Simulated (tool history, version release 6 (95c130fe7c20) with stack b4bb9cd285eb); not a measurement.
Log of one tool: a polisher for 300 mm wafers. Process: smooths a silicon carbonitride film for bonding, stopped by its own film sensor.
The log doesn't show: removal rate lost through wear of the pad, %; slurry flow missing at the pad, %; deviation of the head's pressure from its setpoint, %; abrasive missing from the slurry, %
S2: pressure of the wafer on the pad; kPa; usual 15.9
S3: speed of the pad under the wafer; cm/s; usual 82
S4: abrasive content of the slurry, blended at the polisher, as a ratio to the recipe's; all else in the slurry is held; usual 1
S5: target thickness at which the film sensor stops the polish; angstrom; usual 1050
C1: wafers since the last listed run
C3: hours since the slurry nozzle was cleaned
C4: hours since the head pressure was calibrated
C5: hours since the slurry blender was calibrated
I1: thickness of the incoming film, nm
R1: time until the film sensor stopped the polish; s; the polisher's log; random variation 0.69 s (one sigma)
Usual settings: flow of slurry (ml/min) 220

run 1 hour=0 | flow_of_slurry_(ml/min)=220 S2=15.9 S3=82 S4=1 S5=1050 | C1=0 wafers_polished_on_this_pad=683 C3=269.5 C4=505.5 C5=18.9 | I1=131.9 | R1=86.1
-- hour=7.9 worn pad replaced by a new one
run 2 hour=19.9 | flow_of_slurry_(ml/min)=220 S2=15.9 S3=82 S4=1 S5=1050 | C1=111 wafers_polished_on_this_pad=84 C3=289.4 C4=525.4 C5=38.8 | I1=127.8 | R1=73.9
run 3 hour=34.5 | flow_of_slurry_(ml/min)=220 S2=15.9 S3=82 S4=1 S5=1050 | C1=102 wafers_polished_on_this_pad=187 C3=304 C4=540 C5=53.4 | I1=131 | R1=83.5
run 4 hour=62.6 | flow_of_slurry_(ml/min)=220 S2=15.9 S3=82 S4=1 S5=1050 | C1=197 wafers_polished_on_this_pad=384 C3=332.1 C4=568.1 C5=81.5 | I1=127.6 | R1=72.3
run 5 hour=87.6 | flow_of_slurry_(ml/min)=220 S2=15.9 S3=100 S4=1 S5=1050 | C1=175 wafers_polished_on_this_pad=560 C3=357.1 C4=593.1 C5=106.5 | I1=128.4 | R1=67.6
-- hour=108.8 worn pad replaced by a new one
run 6 hour=109.3 | flow_of_slurry_(ml/min)=220 S2=15.9 S3=100 S4=1 S5=1050 | C1=124 wafers_polished_on_this_pad=3 C3=378.8 C4=614.8 C5=128.2 | I1=129.5 | R1=71.1
run 7 hour=133.1 | flow_of_slurry_(ml/min)=220 S2=15.9 S3=100 S4=1 S5=1050 | C1=167 wafers_polished_on_this_pad=170 C3=402.6 C4=638.6 C5=152 | I1=129.4 | R1=72.3
-- hour=152.8 slurry blender recalibrated
run 8 hour=160 | flow_of_slurry_(ml/min)=220 S2=15.9 S3=82 S4=1.2 S5=1050 | C1=175 wafers_polished_on_this_pad=346 C3=429.5 C4=665.5 C5=7.2 | I1=130 | R1=74.5
run 9 hour=182.1 | flow_of_slurry_(ml/min)=220 S2=15.9 S3=82 S4=1.2 S5=1050 | C1=155 wafers_polished_on_this_pad=501 C3=451.6 C4=687.6 C5=29.3 | I1=129.5 | R1=73.4
run 10 hour=195.7 | flow_of_slurry_(ml/min)=220 S2=15.9 S3=82 S4=1.2 S5=1050 | C1=95 wafers_polished_on_this_pad=597 C3=465.2 C4=701.2 C5=42.9 | I1=130.2 | R1=75.4
-- hour=202.7 head pressure recalibrated
-- hour=206.9 slurry nozzle cleaned
run 11 hour=210.7 | flow_of_slurry_(ml/min)=195 S2=15.9 S3=82 S4=1 S5=1050 | C1=84 wafers_polished_on_this_pad=681 C3=3.8 C4=8 C5=57.9 | I1=132 | R1=91.3
run 12 hour=222.8 | flow_of_slurry_(ml/min)=200 S2=15.9 S3=82 S4=1 S5=1050 | C1=85 wafers_polished_on_this_pad=767 C3=15.9 C4=20.1 C5=70 | I1=129.1 | R1=80.5
-- hour=227.1 worn pad replaced by a new one
run 13 hour=238.1 | flow_of_slurry_(ml/min)=190 S2=15.9 S3=82 S4=1 S5=1050 | C1=79 wafers_polished_on_this_pad=77 C3=31.2 C4=35.4 C5=85.3 | I1=131.3 | R1=89.2
run 14 hour=258.1 | flow_of_slurry_(ml/min)=220 S2=13.8 S3=82 S4=1 S5=1080 | C1=140 wafers_polished_on_this_pad=218 C3=51.2 C4=55.4 C5=105.3 | I1=128.6 | R1=78.1
-- hour=309.3 slurry blender recalibrated
-- hour=330.5 worn pad replaced by a new one
run 15 hour=365.6 | flow_of_slurry_(ml/min)=175 S2=15.9 S3=82 S4=1 S5=1050 | C1=714 wafers_polished_on_this_pad=246 C3=158.7 C4=162.9 C5=56.3 | I1=130.2 | R1=83.7
run 16 hour=393.3 | flow_of_slurry_(ml/min)=220 S2=15.9 S3=82 S4=0.85 S5=1050 | C1=194 wafers_polished_on_this_pad=441 C3=186.4 C4=190.6 C5=84 | I1=129.2 | R1=85.4
run 17 hour=420.2 | flow_of_slurry_(ml/min)=220 S2=13.8 S3=82 S4=1 S5=1080 | C1=189 wafers_polished_on_this_pad=631 C3=213.3 C4=217.5 C5=110.9 | I1=132.3 | R1=90.6
-- hour=434.3 worn pad replaced by a new one
run 18 hour=440.8 | flow_of_slurry_(ml/min)=285 S2=10.3 S3=100 S4=1 S5=1050 | C1=116 wafers_polished_on_this_pad=45 C3=233.9 C4=238.1 C5=131.5 | I1=131.5 | R1=107.3
run 19 hour=471.4 | flow_of_slurry_(ml/min)=220 S2=20 S3=82 S4=1 S5=990 | C1=215 wafers_polished_on_this_pad=261 C3=264.5 C4=268.7 C5=162.1 | I1=131.7 | R1=91.8
-- hour=480.1 slurry blender recalibrated
run 20 hour=487.6 | flow_of_slurry_(ml/min)=220 S2=15.9 S3=82 S4=1 S5=1050 | C1=99 wafers_polished_on_this_pad=361 C3=280.7 C4=284.9 C5=7.5 | I1=132.9 | R1=90.5
run 21 hour=509.4 | flow_of_slurry_(ml/min)=220 S2=15.9 S3=82 S4=1 S5=1050 | C1=153 wafers_polished_on_this_pad=514 C3=302.5 C4=306.7 C5=29.3 | I1=132.7 | R1=89.3
run 22 hour=534 | flow_of_slurry_(ml/min)=255 S2=13.8 S3=82 S4=1.2 S5=980 | C1=173 wafers_polished_on_this_pad=687 C3=327.1 C4=331.3 C5=53.9 | I1=131.9 | R1=109

The tool's hidden state at each run:
removal rate lost through wear of the pad, %: 0 in every run
slurry flow missing at the pad, %: 0 in every run
deviation of the head's pressure from its setpoint, %: 0 in every run
H1: abrasive missing from the slurry, %
run=1 H1=0.21
run=2 H1=0.719
run=3 H1=1.32
run=4 H1=3
run=5 H1=5.08
run=6 H1=7.34
run=7 H1=10.3
run=8 H1=2.72
run=9 H1=3.08
run=10 H1=3.51
run=11 H1=4.18
run=12 H1=4.87
run=13 H1=5.92
run=14 H1=7.62
run=15 H1=2.37
run=16 H1=4.1
run=17 H1=6.42
run=18 H1=8.64
run=19 H1=12.6
run=20 H1=0.612
run=21 H1=0.969
run=22 H1=1.88
